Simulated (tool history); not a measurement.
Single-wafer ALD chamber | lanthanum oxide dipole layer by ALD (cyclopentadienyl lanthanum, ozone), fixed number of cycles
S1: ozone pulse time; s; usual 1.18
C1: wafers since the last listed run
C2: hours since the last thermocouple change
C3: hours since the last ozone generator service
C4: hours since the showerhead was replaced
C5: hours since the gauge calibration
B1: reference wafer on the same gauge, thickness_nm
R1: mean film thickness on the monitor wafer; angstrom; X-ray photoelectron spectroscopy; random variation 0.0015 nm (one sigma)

{"run": 1, "hour": 0.0, "S1": 1.18, "C1": 0, "C2": 1057.1, "C3": 923.3, "C4": 6185.7, "C5": 78.1, "B1": 0.42, "R1": 4.27}
{"run": 2, "hour": 11.5, "S1": 1.18, "C1": 233, "C2": 1068.6, "C3": 934.8, "C4": 6197.2, "C5": 89.6, "B1": 0.42, "R1": 4.24}
{"run": 3, "hour": 19.0, "S1": 1.18, "C1": 152, "C2": 1076.1, "C3": 942.3, "C4": 6204.7, "C5": 97.1, "B1": 0.42, "R1": 4.25}
{"run": 4, "hour": 29.1, "S1": 1.36, "C1": 205, "C2": 1086.2, "C3": 952.4, "C4": 6214.8, "C5": 107.2, "B1": 0.42, "R1": 4.49}
{"run": 5, "hour": 44.5, "S1": 1.36, "C1": 312, "C2": 1101.6, "C3": 967.8, "C4": 6230.2, "C5": 122.6, "B1": 0.42, "R1": 4.47}
{"hour": 56.4, "done": "showerhead replaced"}
{"run": 6, "hour": 56.9, "S1": 1.36, "C1": 89, "C2": 1114.0, "C3": 980.2, "C4": 0.5, "C5": 135.0, "B1": 0.42, "R1": 4.41}
{"run": 7, "hour": 62.1, "S1": 1.18, "C1": 105, "C2": 1119.2, "C3": 985.4, "C4": 5.7, "C5": 140.2, "B1": 0.42, "R1": 4.12}
{"run": 8, "hour": 68.8, "S1": 1.55, "C1": 136, "C2": 1125.9, "C3": 992.1, "C4": 12.4, "C5": 146.9, "B1": 0.42, "R1": 4.64}
{"run": 9, "hour": 77.4, "S1": 1.18, "C1": 174, "C2": 1134.5, "C3": 1000.7, "C4": 21.0, "C5": 155.5, "B1": 0.42, "R1": 4.08}
{"hour": 95.9, "done": "thermocouple changed; heater temperature recalibrated"}
{"hour": 99.1, "done": "ozone generator serviced"}
{"run": 10, "hour": 99.6, "S1": 1.05, "C1": 223, "C2": 3.7, "C3": 0.5, "C4": 43.2, "C5": 177.7, "B1": 0.42, "R1": 4.79}
{"run": 11, "hour": 101.7, "S1": 1.18, "C1": 42, "C2": 5.8, "C3": 2.6, "C4": 45.3, "C5": 179.8, "B1": 0.42, "R1": 4.97}
{"hour": 113.2, "done": "gauge calibrated"}
{"run": 12, "hour": 118.7, "S1": 1.41, "C1": 345, "C2": 22.8, "C3": 19.6, "C4": 62.3, "C5": 5.5, "B1": 0.42, "R1": 5.18}
{"run": 13, "hour": 129.3, "S1": 0.73, "C1": 215, "C2": 33.4, "C3": 30.2, "C4": 72.9, "C5": 16.1, "B1": 0.42, "R1": 4.11}
{"run": 14, "hour": 147.2, "S1": 1.35, "C1": 363, "C2": 51.3, "C3": 48.1, "C4": 90.8, "C5": 34.0, "B1": 0.42, "R1": 5.15}
{"run": 15, "hour": 155.5, "S1": 1.4, "C1": 168, "C2": 59.6, "C3": 56.4, "C4": 99.1, "C5": 42.3, "B1": 0.42, "R1": 5.2}

Forecast each of these 4 alternatives for the next run:
{"run": "A", "hour": 155.9, "S1": 1.18, "C1": 8, "C2": 60.0, "C3": 56.8, "C4": 99.5, "C5": 42.7, "B1": "?", "R1": "?"}
{"run": "B", "hour": 155.9, "S1": 0.93, "C1": 8, "C2": 60.0, "C3": 56.8, "C4": 99.5, "C5": 42.7, "B1": "?", "R1": "?"}
{"run": "C", "hour": 155.9, "S1": 1.56, "C1": 8, "C2": 60.0, "C3": 56.8, "C4": 99.5, "C5": 42.7, "B1": "?", "R1": "?"}
{"run": "D", "hour": 155.9, "S1": 1.62, "C1": 8, "C2": 60.0, "C3": 56.8, "C4": 99.5, "C5": 42.7, "B1": "?", "R1": "?"}

run=A B1=0.42 R1=5.00
run=B B1=0.42 R1=4.60
run=C B1=0.42 R1=5.34
run=D B1=0.42 R1=5.38
Without the tool's hidden state the same runs would have given:
run=A R1=5.15
run=B R1=4.80
run=C R1=5.44
run=D R1=5.47
